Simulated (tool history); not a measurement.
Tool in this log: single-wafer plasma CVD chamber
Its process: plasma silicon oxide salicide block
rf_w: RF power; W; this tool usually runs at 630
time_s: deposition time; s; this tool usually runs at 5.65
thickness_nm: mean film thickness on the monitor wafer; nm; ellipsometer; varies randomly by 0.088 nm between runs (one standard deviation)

| run | hour | rf_w | time_s | wafers since the last listed run | hours since the last RF generator calibration | hours since the showerhead was replaced | hours since the gauge calibration | read-back reference wafer on the same gauge, thickness_nm | thickness_nm |
|---|---|---|---|---|---|---|---|---|---|
| 1 | 0 | 630 | 6.3 | 0 | 843.7 | 5078.9 | 28.9 | 48.577 | 62.425 |
| 2 | 8 | 630 | 6.3 | 222 | 851.7 | 5086.9 | 36.9 | 48.586 | 62.439 |
| 3 | 24.3 | 570 | 5.65 | 454 | 868 | 5103.2 | 53.2 | 48.598 | 53.653 |
| 4 | 70.8 | 580 | 5.65 | 1296 | 914.5 | 5149.7 | 99.7 | 48.592 | 53.7 |
| 5 | 80.9 | 580 | 5.65 | 281 | 924.6 | 5159.8 | 109.8 | 48.589 | 53.906 |
| 6 | 88.5 | 580 | 5.65 | 211 | 932.2 | 5167.4 | 117.4 | 48.596 | 53.888 |
| 7 | 96 | 630 | 5.65 | 209 | 939.7 | 5174.9 | 124.9 | 48.588 | 55.519 |
| 8 | 102.8 | 630 | 5.65 | 189 | 946.5 | 5181.7 | 131.7 | 48.584 | 55.699 |
|  | 121.5 | showerhead replaced |
| 9 | 122 | 630 | 5.65 | 312 | 965.7 | 0.5 | 150.9 | 48.606 | 55.605 |
|  | 133.7 | RF generator calibrated |
| 10 | 135 | 630 | 5.65 | 139 | 1.3 | 13.5 | 163.9 | 48.584 | 57.061 |
| 11 | 152.2 | 680 | 6.23 | 479 | 18.5 | 30.7 | 181.1 | 48.612 | 65.165 |
| 12 | 168.4 | 725 | 6.46 | 451 | 34.7 | 46.9 | 197.3 | 48.593 | 69.485 |
| 13 | 182.1 | 700 | 4.97 | 381 | 48.4 | 60.6 | 211 | 48.608 | 52.557 |
|  | 188.2 | gauge calibrated |
| 14 | 196.3 | 630 | 5.65 | 395 | 62.6 | 74.8 | 8.1 | 48.606 | 57.138 |
| 15 | 213.8 | 700 | 4.97 | 487 | 80.1 | 92.3 | 25.6 | 48.591 | 52.551 |
| 16 | 221.4 | 745 | 6.36 | 211 | 87.7 | 99.9 | 33.2 | 48.606 | 69.218 |
| 17 | 232.3 | 690 | 5.03 | 303 | 98.6 | 110.8 | 44.1 | 48.584 | 52.92 |
| 18 | 242.8 | 510 | 4.86 | 292 | 109.1 | 121.3 | 54.6 | 48.616 | 44.738 |

Hidden state or all else? Some run-to-run changes of thickness_nm, split into what the settings, what came in and random variation would give without the hidden state, and what is left for the hidden state (with any gauge scatter that isn't in both results):
What the log doesn't record here: delivered RF power above the setpoint (%); gauge reads high (%).
Run 9 -> 10: RF generator calibrated. thickness_nm +1.456 nm: hidden state +1.609, all else -0.153.
Run 12 -> 13: rf_w 725 -> 700, time_s 6.46 -> 4.97. thickness_nm -16.928 nm: hidden state +0.024, all else -16.952.

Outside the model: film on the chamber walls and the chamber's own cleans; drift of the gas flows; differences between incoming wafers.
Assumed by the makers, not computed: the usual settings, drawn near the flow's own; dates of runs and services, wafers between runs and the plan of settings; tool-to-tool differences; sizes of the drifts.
